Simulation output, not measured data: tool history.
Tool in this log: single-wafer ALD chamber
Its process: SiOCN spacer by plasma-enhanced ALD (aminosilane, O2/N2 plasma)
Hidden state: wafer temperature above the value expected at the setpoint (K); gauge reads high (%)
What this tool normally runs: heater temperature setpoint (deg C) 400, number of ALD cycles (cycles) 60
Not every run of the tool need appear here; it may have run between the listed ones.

run	day	heater temperature setpoint (deg C)	number of ALD cycles (cycles)	wafers since the last listed run	hours since the last thermocouple change	hours since the gauge calibration	read-back reference wafer on the same gauge, thickness_nm	mean film thickness on the monitor wafer (angstrom)
1	0.000	400	55	0	19.0	1590.6	3.172	34.07
2	2.275	400	55	187	73.6	1645.2	3.172	33.77
3	5.050	400	55	228	140.2	1711.8	3.169	33.95
4	7.204	400	65	177	191.9	1763.5	3.170	39.98
5	8.875	400	65	137	232.0	1803.6	3.171	39.81
6	11.621	395	60	225	297.9	1869.5	3.171	36.94
7	15.912	395	60	353	400.9	1972.5	3.169	36.68
8	17.962	400	60	168	450.1	2021.7	3.168	37.07
9	20.092	400	60	175	501.2	2072.8	3.172	37.02
10	21.883	400	63	147	544.2	2115.8	3.171	38.67
11	24.071	400	66	179	596.7	2168.3	3.170	40.48
12	28.412	400	66	357	700.9	2272.5	3.172	40.80
# day 28.529: gauge calibrated
13	31.225	400	55	231	768.4	64.7	3.168	33.65
14	32.879	400	68	136	808.1	104.4	3.170	41.72
15	36.804	407	56	322	902.3	198.6	3.171	33.53
16	38.579	390	66	146	944.9	241.2	3.167	40.52
17	42.912	391	52	356	1048.9	345.2	3.168	32.32
# day 46.912: thermocouple changed; heater temperature recalibrated
18	46.933	400	57	303	0.5	441.7	3.168	34.29
19	57.521	400	60	870	254.6	695.8	3.169	35.73
20	59.783	405	56	186	308.9	750.1	3.170	33.15
# day 60.842: thermocouple changed; heater temperature recalibrated, repeated, since the last time left the tool worse
21	61.729	389	56	132	21.3	796.8	3.169	34.40
22	64.079	411	69	193	77.7	853.2	3.172	40.64
23	77.483	400	55	1102	399.4	1174.9	3.171	33.80
24	80.646	390	50	260	475.3	1250.8	3.172	30.87

4 ways to go on from here, each from the tool as it stands after run 24. What would each give?
A	80.667	406	60	1	475.8	1251.3	?	?
B	80.667	396	60	1	475.8	1251.3	?	?
C	80.667	400	50	1	475.8	1251.3	?	?
D	80.667	415	60	1	475.8	1251.3	?	?

run	read-back reference wafer on the same gauge, thickness_nm	mean film thickness on the monitor wafer (angstrom)
A	3.169	35.91
B	3.169	36.87
C	3.169	30.55
D	3.169	34.77
The same runs, with their run-to-run variation unchanged, on a tool lacking any hidden condition would have given:
run	mean film thickness on the monitor wafer (angstrom)
A	36.11
B	36.87
C	30.72
D	34.98

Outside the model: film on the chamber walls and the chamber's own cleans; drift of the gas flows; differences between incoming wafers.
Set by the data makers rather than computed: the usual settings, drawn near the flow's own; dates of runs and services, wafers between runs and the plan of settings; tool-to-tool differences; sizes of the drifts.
